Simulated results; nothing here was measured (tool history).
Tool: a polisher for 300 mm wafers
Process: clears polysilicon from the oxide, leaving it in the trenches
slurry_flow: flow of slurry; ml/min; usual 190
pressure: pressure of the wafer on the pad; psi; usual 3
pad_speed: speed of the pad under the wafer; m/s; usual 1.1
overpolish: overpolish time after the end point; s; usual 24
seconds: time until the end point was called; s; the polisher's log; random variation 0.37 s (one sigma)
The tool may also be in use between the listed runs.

| run | hour | slurry_flow | pressure | pad_speed | overpolish | incoming thickness of the incoming film, nm | seconds |
|---|---|---|---|---|---|---|---|
| 1 | 0 | 190 | 3 | 1.1 | 24 | 702.8 | 43.3 |
| 2 | 12.2 | 190 | 3 | 1.1 | 29 | 699.8 | 43.3 |
| 3 | 23.7 | 190 | 3 | 1.1 | 29 | 700.8 | 42.8 |
| 4 | 38.9 | 190 | 3 | 1.1 | 29 | 687.1 | 42.4 |
| 5 | 46 | 190 | 3 | 0.92 | 24 | 689.5 | 47.3 |
|  | 64.6 | worn pad replaced by a new one |
| 6 | 65.1 | 190 | 3 | 1.1 | 24 | 699.7 | 43.2 |
| 7 | 76.3 | 190 | 3 | 1.1 | 24 | 700 | 43.2 |
| 8 | 91.6 | 190 | 3 | 1.1 | 24 | 697.1 | 43.3 |
| 9 | 99 | 190 | 3 | 1.1 | 24 | 708.5 | 43.6 |
| 10 | 108.7 | 190 | 3 | 1.1 | 24 | 704.8 | 44 |
| 11 | 126.3 | 215 | 3.7 | 1.1 | 24 | 693.9 | 36.1 |
| 12 | 138.9 | 215 | 3.7 | 1.1 | 24 | 689.7 | 35.2 |
| 13 | 154.2 | 205 | 3 | 1 | 24 | 699.4 | 45.5 |
| 14 | 165.4 | 190 | 3 | 1.1 | 24 | 686.3 | 43.2 |
|  | 173.6 | worn pad replaced by a new one |
| 15 | 182.3 | 190 | 3 | 1.1 | 24 | 700 | 44.2 |
|  | 187 | head pressure recalibrated |
| 16 | 194.4 | 220 | 3 | 1.1 | 24 | 696.8 | 39.7 |
| 17 | 232.3 | 190 | 3 | 1.1 | 20 | 693.8 | 40.7 |
| 18 | 242.6 | 140 | 2.5 | 0.76 | 13 | 690.2 | 60.9 |
| 19 | 257.7 | 250 | 3 | 1.1 | 24 | 688.4 | 39.1 |
| 20 | 270.3 | 190 | 3 | 1.1 | 24 | 695.7 | 40.7 |
|  | 280.4 | slurry nozzle cleaned |
| 21 | 283 | 190 | 3 | 1.32 | 24 | 710.7 | 37.2 |
|  | 288.9 | worn pad replaced by a new one |
| 22 | 311.3 | 250 | 2.5 | 1.1 | 11 | 694.2 | 45.1 |
| 23 | 327 | 190 | 3 | 1.1 | 30 | 711.6 | 42.3 |
| 24 | 339.8 | 230 | 3.7 | 1.24 | 15 | 696.9 | 31.8 |
| 25 | 355.2 | 190 | 3 | 1.1 | 24 | 686.4 | 40.3 |
| 26 | 366.6 | 210 | 3.7 | 0.88 | 12 | 706.7 | 39.2 |
| 27 | 381.8 | 235 | 3 | 1.1 | 24 | 710 | 41.1 |
|  | 390.3 | worn pad replaced by a new one |
| 28 | 390.8 | 225 | 3 | 1.1 | 24 | 703.4 | 41.3 |
| 29 | 403.2 | 190 | 2.5 | 1.48 | 12 | 704.3 | 39.3 |
| 30 | 417.6 | 190 | 3.7 | 1.1 | 24 | 701.7 | 35 |
| 31 | 424.7 | 250 | 2.4 | 1.32 | 16 | 696.6 | 42.3 |
| 32 | 437.7 | 190 | 3 | 1.1 | 24 | 700.7 | 41.7 |
| 33 | 444.1 | 190 | 3 | 1.1 | 24 | 696.4 | 41.4 |
| 34 | 458.4 | 190 | 3 | 1.1 | 24 | 705.5 | 42.5 |
| 35 | 466.2 | 190 | 3 | 1.1 | 11 | 703.7 | 42 |

Forecast each of these 4 alternatives for the next run:
| A | 466.7 | 190 | 2.2 | 1.1 | 24 | 696.7 | ? |
| B | 466.7 | 215 | 2.5 | 1.2 | 24 | 696.7 | ? |
| C | 466.7 | 190 | 2.6 | 1.1 | 20 | 696.7 | ? |
| D | 466.7 | 190 | 3 | 0.96 | 24 | 696.7 | ? |

| run | seconds |
|---|---|
| A | 52.4 |
| B | 44.3 |
| C | 46.3 |
| D | 45.1 |
Without the tool's hidden state the same runs would have given:
| run | seconds |
|---|---|
| A | 51.4 |
| B | 43.5 |
| C | 45.4 |
| D | 44.2 |

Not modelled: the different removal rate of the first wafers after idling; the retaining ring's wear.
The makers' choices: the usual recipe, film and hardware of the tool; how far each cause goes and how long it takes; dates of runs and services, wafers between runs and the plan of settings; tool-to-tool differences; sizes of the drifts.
